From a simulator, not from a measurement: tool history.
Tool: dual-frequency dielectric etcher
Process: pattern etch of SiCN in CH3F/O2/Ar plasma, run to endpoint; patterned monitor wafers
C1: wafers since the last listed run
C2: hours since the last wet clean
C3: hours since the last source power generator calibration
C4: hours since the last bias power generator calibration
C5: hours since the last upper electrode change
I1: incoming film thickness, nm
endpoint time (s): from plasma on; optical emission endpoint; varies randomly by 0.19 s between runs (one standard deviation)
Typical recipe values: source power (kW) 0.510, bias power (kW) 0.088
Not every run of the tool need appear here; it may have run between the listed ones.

run 1 hour=0.0 | source_power_(kW)=0.430 bias_power_(kW)=0.088 | C1=0 C2=208.4 C3=4615.0 C4=2514.7 C5=3388.4 | I1=11.82 | endpoint_time_(s)=28.3
run 2 hour=13.2 | source_power_(kW)=0.430 bias_power_(kW)=0.088 | C1=235 C2=221.6 C3=4628.2 C4=2527.9 C5=3401.6 | I1=11.97 | endpoint_time_(s)=28.5
run 3 hour=20.3 | source_power_(kW)=0.510 bias_power_(kW)=0.088 | C1=126 C2=228.7 C3=4635.3 C4=2535.0 C5=3408.7 | I1=11.77 | endpoint_time_(s)=25.1
run 4 hour=36.0 | source_power_(kW)=0.510 bias_power_(kW)=0.088 | C1=280 C2=244.4 C3=4651.0 C4=2550.7 C5=3424.4 | I1=11.86 | endpoint_time_(s)=25.3
run 5 hour=52.4 | source_power_(kW)=0.560 bias_power_(kW)=0.088 | C1=292 C2=260.8 C3=4667.4 C4=2567.1 C5=3440.8 | I1=11.75 | endpoint_time_(s)=23.7
run 6 hour=68.7 | source_power_(kW)=0.430 bias_power_(kW)=0.102 | C1=290 C2=277.1 C3=4683.7 C4=2583.4 C5=3457.1 | I1=11.69 | endpoint_time_(s)=26.4
run 7 hour=74.9 | source_power_(kW)=0.510 bias_power_(kW)=0.088 | C1=110 C2=283.3 C3=4689.9 C4=2589.6 C5=3463.3 | I1=11.84 | endpoint_time_(s)=25.4
run 8 hour=121.7 | source_power_(kW)=0.510 bias_power_(kW)=0.088 | C1=834 C2=330.1 C3=4736.7 C4=2636.4 C5=3510.1 | I1=11.71 | endpoint_time_(s)=24.9
run 9 hour=136.9 | source_power_(kW)=0.510 bias_power_(kW)=0.088 | C1=271 C2=345.3 C3=4751.9 C4=2651.6 C5=3525.3 | I1=11.85 | endpoint_time_(s)=25.3
run 10 hour=154.0 | source_power_(kW)=0.510 bias_power_(kW)=0.088 | C1=304 C2=362.4 C3=4769.0 C4=2668.7 C5=3542.4 | I1=11.84 | endpoint_time_(s)=24.8
-- hour=197.3 wet clean of the chamber
run 11 hour=197.8 | source_power_(kW)=0.510 bias_power_(kW)=0.093 | C1=353 C2=0.5 C3=4812.8 C4=2712.5 C5=3586.2 | I1=11.71 | endpoint_time_(s)=25.3
run 12 hour=198.5 | source_power_(kW)=0.510 bias_power_(kW)=0.093 | C1=12 C2=1.2 C3=4813.5 C4=2713.2 C5=3586.9 | I1=11.77 | endpoint_time_(s)=25.4
run 13 hour=214.0 | source_power_(kW)=0.510 bias_power_(kW)=0.093 | C1=276 C2=16.7 C3=4829.0 C4=2728.7 C5=3602.4 | I1=11.75 | endpoint_time_(s)=25.3
run 14 hour=229.3 | source_power_(kW)=0.510 bias_power_(kW)=0.088 | C1=272 C2=32.0 C3=4844.3 C4=2744.0 C5=3617.7 | I1=11.80 | endpoint_time_(s)=25.7
run 15 hour=241.4 | source_power_(kW)=0.510 bias_power_(kW)=0.088 | C1=215 C2=44.1 C3=4856.4 C4=2756.1 C5=3629.8 | I1=11.89 | endpoint_time_(s)=25.9
run 16 hour=254.2 | source_power_(kW)=0.510 bias_power_(kW)=0.088 | C1=228 C2=56.9 C3=4869.2 C4=2768.9 C5=3642.6 | I1=11.77 | endpoint_time_(s)=26.0
run 17 hour=269.1 | source_power_(kW)=0.510 bias_power_(kW)=0.088 | C1=265 C2=71.8 C3=4884.1 C4=2783.8 C5=3657.5 | I1=11.83 | endpoint_time_(s)=25.7
-- hour=275.6 source power generator calibrated
-- hour=306.7 upper electrode replaced
run 18 hour=307.2 | source_power_(kW)=0.400 bias_power_(kW)=0.103 | C1=180 C2=109.9 C3=31.6 C4=2821.9 C5=0.5 | I1=11.88 | endpoint_time_(s)=28.3
-- hour=324.5 bias power generator calibrated
run 19 hour=334.0 | source_power_(kW)=0.380 bias_power_(kW)=0.088 | C1=406 C2=136.7 C3=58.4 C4=9.5 C5=27.3 | I1=11.71 | endpoint_time_(s)=31.3
run 20 hour=340.0 | source_power_(kW)=0.510 bias_power_(kW)=0.088 | C1=107 C2=142.7 C3=64.4 C4=15.5 C5=33.3 | I1=11.78 | endpoint_time_(s)=25.3
run 21 hour=346.2 | source_power_(kW)=0.640 bias_power_(kW)=0.105 | C1=110 C2=148.9 C3=70.6 C4=21.7 C5=39.5 | I1=11.85 | endpoint_time_(s)=21.1
run 22 hour=361.8 | source_power_(kW)=0.510 bias_power_(kW)=0.104 | C1=278 C2=164.5 C3=86.2 C4=37.3 C5=55.1 | I1=11.74 | endpoint_time_(s)=23.6
run 23 hour=371.6 | source_power_(kW)=0.470 bias_power_(kW)=0.102 | C1=174 C2=174.3 C3=96.0 C4=47.1 C5=64.9 | I1=11.68 | endpoint_time_(s)=24.9
run 24 hour=385.8 | source_power_(kW)=0.510 bias_power_(kW)=0.088 | C1=253 C2=188.5 C3=110.2 C4=61.3 C5=79.1 | I1=11.70 | endpoint_time_(s)=25.2
run 25 hour=399.3 | source_power_(kW)=0.510 bias_power_(kW)=0.088 | C1=240 C2=202.0 C3=123.7 C4=74.8 C5=92.6 | I1=11.76 | endpoint_time_(s)=25.3
run 26 hour=409.4 | source_power_(kW)=0.460 bias_power_(kW)=0.088 | C1=180 C2=212.1 C3=133.8 C4=84.9 C5=102.7 | I1=11.68 | endpoint_time_(s)=26.8
run 27 hour=425.7 | source_power_(kW)=0.510 bias_power_(kW)=0.088 | C1=290 C2=228.4 C3=150.1 C4=101.2 C5=119.0 | I1=11.82 | endpoint_time_(s)=25.4
run 28 hour=438.9 | source_power_(kW)=0.450 bias_power_(kW)=0.069 | C1=235 C2=241.6 C3=163.3 C4=114.4 C5=132.2 | I1=11.69 | endpoint_time_(s)=30.2
run 29 hour=456.4 | source_power_(kW)=0.480 bias_power_(kW)=0.088 | C1=312 C2=259.1 C3=180.8 C4=131.9 C5=149.7 | I1=11.85 | endpoint_time_(s)=26.4
run 30 hour=466.3 | source_power_(kW)=0.630 bias_power_(kW)=0.075 | C1=176 C2=269.0 C3=190.7 C4=141.8 C5=159.6 | I1=11.78 | endpoint_time_(s)=24.1
run 31 hour=478.6 | source_power_(kW)=0.510 bias_power_(kW)=0.088 | C1=219 C2=281.3 C3=203.0 C4=154.1 C5=171.9 | I1=11.93 | endpoint_time_(s)=25.5
run 32 hour=486.3 | source_power_(kW)=0.450 bias_power_(kW)=0.098 | C1=137 C2=289.0 C3=210.7 C4=161.8 C5=179.6 | I1=11.79 | endpoint_time_(s)=26.1
run 33 hour=501.3 | source_power_(kW)=0.580 bias_power_(kW)=0.079 | C1=267 C2=304.0 C3=225.7 C4=176.8 C5=194.6 | I1=11.84 | endpoint_time_(s)=24.2
run 34 hour=509.6 | source_power_(kW)=0.560 bias_power_(kW)=0.066 | C1=148 C2=312.3 C3=234.0 C4=185.1 C5=202.9 | I1=11.65 | endpoint_time_(s)=26.2
run 35 hour=518.3 | source_power_(kW)=0.510 bias_power_(kW)=0.096 | C1=155 C2=321.0 C3=242.7 C4=193.8 C5=211.6 | I1=11.80 | endpoint_time_(s)=24.4
run 36 hour=525.2 | source_power_(kW)=0.430 bias_power_(kW)=0.104 | C1=123 C2=327.9 C3=249.6 C4=200.7 C5=218.5 | I1=11.99 | endpoint_time_(s)=26.7

What was the tool's hidden state at every run in the log?
source power that arrives over what is set, %: 0 across all the runs
bias power that arrives over what is set, %: 0 across all the runs
H1: etch rate over this chamber's usual, %
run=1 H1=2.19
run=2 H1=2.34
run=3 H1=2.42
run=4 H1=2.6
run=5 H1=2.78
run=6 H1=2.97
run=7 H1=3.04
run=8 H1=3.57
run=9 H1=3.74
run=10 H1=3.93
run=11 H1=-0.0163
run=12 H1=-0.00833
run=13 H1=0.167
run=14 H1=0.34
run=15 H1=0.477
run=16 H1=0.622
run=17 H1=0.791
run=18 H1=1.22
run=19 H1=1.53
run=20 H1=1.59
run=21 H1=1.66
run=22 H1=1.84
run=23 H1=1.95
run=24 H1=2.11
run=25 H1=2.27
run=26 H1=2.38
run=27 H1=2.56
run=28 H1=2.71
run=29 H1=2.91
run=30 H1=3.02
run=31 H1=3.16
run=32 H1=3.25
run=33 H1=3.42
run=34 H1=3.51
run=35 H1=3.61
run=36 H1=3.69
